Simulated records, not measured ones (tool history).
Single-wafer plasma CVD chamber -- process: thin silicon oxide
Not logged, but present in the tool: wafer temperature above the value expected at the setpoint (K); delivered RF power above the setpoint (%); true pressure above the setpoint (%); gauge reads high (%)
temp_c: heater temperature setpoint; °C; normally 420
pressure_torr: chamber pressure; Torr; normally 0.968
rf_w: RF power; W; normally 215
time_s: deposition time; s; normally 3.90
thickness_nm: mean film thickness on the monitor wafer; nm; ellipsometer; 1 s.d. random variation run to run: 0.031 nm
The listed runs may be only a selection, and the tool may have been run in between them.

| run | hour | temp_c | pressure_torr | rf_w | time_s | wafers since the last listed run | hours since the last thermocouple change | hours since the last RF generator calibration | hours since the last manometer calibration | hours since the showerhead was replaced | hours since the gauge calibration | read-back reference wafer on the same gauge, thickness_nm | thickness_nm |
|---|---|---|---|---|---|---|---|---|---|---|---|---|---|
| 1 | 0.0 | 420 | 0.968 | 215 | 3.90 | 0 | 570.5 | 2230.7 | 2174.5 | 5637.2 | 496.7 | 6.046 | 7.354 |
| 2 | 12.6 | 420 | 0.968 | 215 | 3.90 | 784 | 583.1 | 2243.3 | 2187.1 | 5649.8 | 509.3 | 6.061 | 7.382 |
| 3 | 35.1 | 420 | 0.968 | 215 | 3.90 | 1400 | 605.6 | 2265.8 | 2209.6 | 5672.3 | 531.8 | 6.051 | 7.347 |
| 4 | 64.9 | 420 | 0.968 | 205 | 4.22 | 1854 | 635.4 | 2295.6 | 2239.4 | 5702.1 | 561.6 | 6.056 | 7.859 |
| 5 | 83.5 | 420 | 0.968 | 205 | 4.22 | 1157 | 654.0 | 2314.2 | 2258.0 | 5720.7 | 580.2 | 6.046 | 7.942 |
| 6 | 110.8 | 420 | 0.968 | 215 | 3.90 | 1699 | 681.3 | 2341.5 | 2285.3 | 5748.0 | 607.5 | 6.055 | 7.331 |
|  | 156.4 | gauge calibrated |
| 7 | 190.6 | 420 | 0.968 | 200 | 4.42 | 4966 | 761.1 | 2421.3 | 2365.1 | 5827.8 | 34.2 | 6.050 | 8.217 |
| 8 | 209.3 | 420 | 0.968 | 200 | 4.42 | 1163 | 779.8 | 2440.0 | 2383.8 | 5846.5 | 52.9 | 6.058 | 8.197 |
| 9 | 238.3 | 420 | 0.968 | 200 | 4.42 | 1804 | 808.8 | 2469.0 | 2412.8 | 5875.5 | 81.9 | 6.059 | 8.220 |
| 10 | 267.4 | 420 | 0.830 | 215 | 3.90 | 1811 | 837.9 | 2498.1 | 2441.9 | 5904.6 | 111.0 | 6.050 | 6.339 |
| 11 | 295.6 | 420 | 0.830 | 215 | 3.90 | 1755 | 866.1 | 2526.3 | 2470.1 | 5932.8 | 139.2 | 6.054 | 6.431 |
| 12 | 316.4 | 420 | 0.779 | 215 | 3.90 | 1294 | 886.9 | 2547.1 | 2490.9 | 5953.6 | 160.0 | 6.054 | 5.908 |
| 13 | 347.7 | 420 | 1.030 | 215 | 3.90 | 1947 | 918.2 | 2578.4 | 2522.2 | 5984.9 | 191.3 | 6.049 | 7.844 |
|  | 369.8 | RF generator calibrated |
| 14 | 370.3 | 420 | 0.968 | 215 | 3.49 | 908 | 940.8 | 0.5 | 2544.8 | 6007.5 | 213.9 | 6.052 | 6.626 |
|  | 398.2 | showerhead replaced, of another model than before |
|  | 411.3 | capacitance manometer re-zeroed and calibrated |
| 15 | 411.8 | 420 | 0.783 | 255 | 4.13 | 1586 | 982.3 | 42.0 | 0.5 | 13.6 | 255.4 | 6.044 | 6.654 |
|  | 423.5 | thermocouple changed; heater temperature recalibrated |
| 16 | 427.7 | 420 | 0.968 | 240 | 3.90 | 491 | 4.2 | 57.9 | 16.4 | 29.5 | 271.3 | 6.051 | 7.068 |
| 17 | 441.3 | 420 | 0.968 | 215 | 4.26 | 846 | 17.8 | 71.5 | 30.0 | 43.1 | 284.9 | 6.046 | 7.592 |
| 18 | 476.2 | 431 | 0.968 | 215 | 4.64 | 2171 | 52.7 | 106.4 | 64.9 | 78.0 | 319.8 | 6.042 | 8.212 |
| 19 | 506.8 | 427 | 1.158 | 225 | 3.23 | 1904 | 83.3 | 137.0 | 95.5 | 108.6 | 350.4 | 6.050 | 6.398 |

The next listed run, before its measurement:
| 20 | 528.0 | 420 | 0.968 | 215 | 3.64 | 1319 | 104.5 | 158.2 | 116.7 | 129.8 | 371.6 | ? | ? |

Run 20 produced read-back reference wafer on the same gauge, thickness_nm 6.052, thickness_nm 6.474 nm.
With the hidden condition absent and the run-to-run variation left alone, this run would have shown thickness_nm 6.505 nm.
